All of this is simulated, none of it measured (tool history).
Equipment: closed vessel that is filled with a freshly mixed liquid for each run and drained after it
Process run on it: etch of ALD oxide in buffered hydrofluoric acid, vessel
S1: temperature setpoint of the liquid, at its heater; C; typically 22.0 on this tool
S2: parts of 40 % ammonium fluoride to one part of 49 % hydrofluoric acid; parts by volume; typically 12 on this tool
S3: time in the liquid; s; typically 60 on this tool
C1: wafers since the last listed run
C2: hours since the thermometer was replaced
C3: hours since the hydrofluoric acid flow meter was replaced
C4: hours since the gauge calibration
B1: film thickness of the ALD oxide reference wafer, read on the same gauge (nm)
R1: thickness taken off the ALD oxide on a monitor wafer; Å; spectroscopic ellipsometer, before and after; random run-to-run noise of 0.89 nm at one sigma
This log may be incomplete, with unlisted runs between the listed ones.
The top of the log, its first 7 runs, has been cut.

{"run": 8, "hour": 522.9, "S1": 22.0, "S2": 12, "S3": 60, "C1": 7407, "C2": 744.6, "C3": 342.9, "C4": 1843.6, "B1": 58.52, "R1": 1490.3}
{"run": 9, "hour": 570.3, "S1": 22.0, "S2": 12, "S3": 60, "C1": 3715, "C2": 792.0, "C3": 390.3, "C4": 1891.0, "B1": 58.54, "R1": 1501.0}
{"run": 10, "hour": 666.2, "S1": 22.0, "S2": 12, "S3": 60, "C1": 7517, "C2": 887.9, "C3": 486.2, "C4": 1986.9, "B1": 58.45, "R1": 1499.5}
{"run": 11, "hour": 733.6, "S1": 22.0, "S2": 12, "S3": 60, "C1": 5283, "C2": 955.3, "C3": 553.6, "C4": 2054.3, "B1": 58.49, "R1": 1492.6}
{"hour": 756.6, "done": "gauge calibrated"}
{"run": 12, "hour": 791.3, "S1": 22.0, "S2": 12, "S3": 60, "C1": 4522, "C2": 1013.0, "C3": 611.3, "C4": 34.7, "B1": 60.07, "R1": 1546.6}
{"run": 13, "hour": 858.6, "S1": 22.0, "S2": 12, "S3": 60, "C1": 5275, "C2": 1080.3, "C3": 678.6, "C4": 102.0, "B1": 59.96, "R1": 1531.1}
{"run": 14, "hour": 962.6, "S1": 22.0, "S2": 12, "S3": 60, "C1": 8152, "C2": 1184.3, "C3": 782.6, "C4": 206.0, "B1": 59.77, "R1": 1534.8}
{"run": 15, "hour": 1059.6, "S1": 22.0, "S2": 9, "S3": 80, "C1": 7603, "C2": 1281.3, "C3": 879.6, "C4": 303.0, "B1": 59.61, "R1": 2585.0}
{"run": 16, "hour": 1167.5, "S1": 22.0, "S2": 8, "S3": 85, "C1": 8458, "C2": 1389.2, "C3": 987.5, "C4": 410.9, "B1": 59.49, "R1": 3158.0}
{"hour": 1204.1, "done": "hydrofluoric acid flow meter replaced"}
{"run": 17, "hour": 1233.3, "S1": 20.5, "S2": 10, "S3": 30, "C1": 5079, "C2": 1455.0, "C3": 29.2, "C4": 476.7, "B1": 59.39, "R1": 839.0}
{"run": 18, "hour": 1335.7, "S1": 22.0, "S2": 9, "S3": 60, "C1": 8026, "C2": 1557.4, "C3": 131.6, "C4": 579.1, "B1": 59.25, "R1": 1958.6}
{"run": 19, "hour": 1416.4, "S1": 22.0, "S2": 12, "S3": 60, "C1": 6325, "C2": 1638.1, "C3": 212.3, "C4": 659.8, "B1": 59.23, "R1": 1505.9}

For run 20, what comes out?
{"run": 20, "hour": 1467.0, "S1": 22.0, "S2": 12, "S3": 60, "C1": 3966, "C2": 1688.7, "C3": 262.9, "C4": 710.4, "B1": "?", "R1": "?"}

{"run 20": {"B1": 59.12, "R1": 1522.4}}
On a tool with no hidden condition, and with the same random variation, this run would have come out at R1 1543.8 Å.
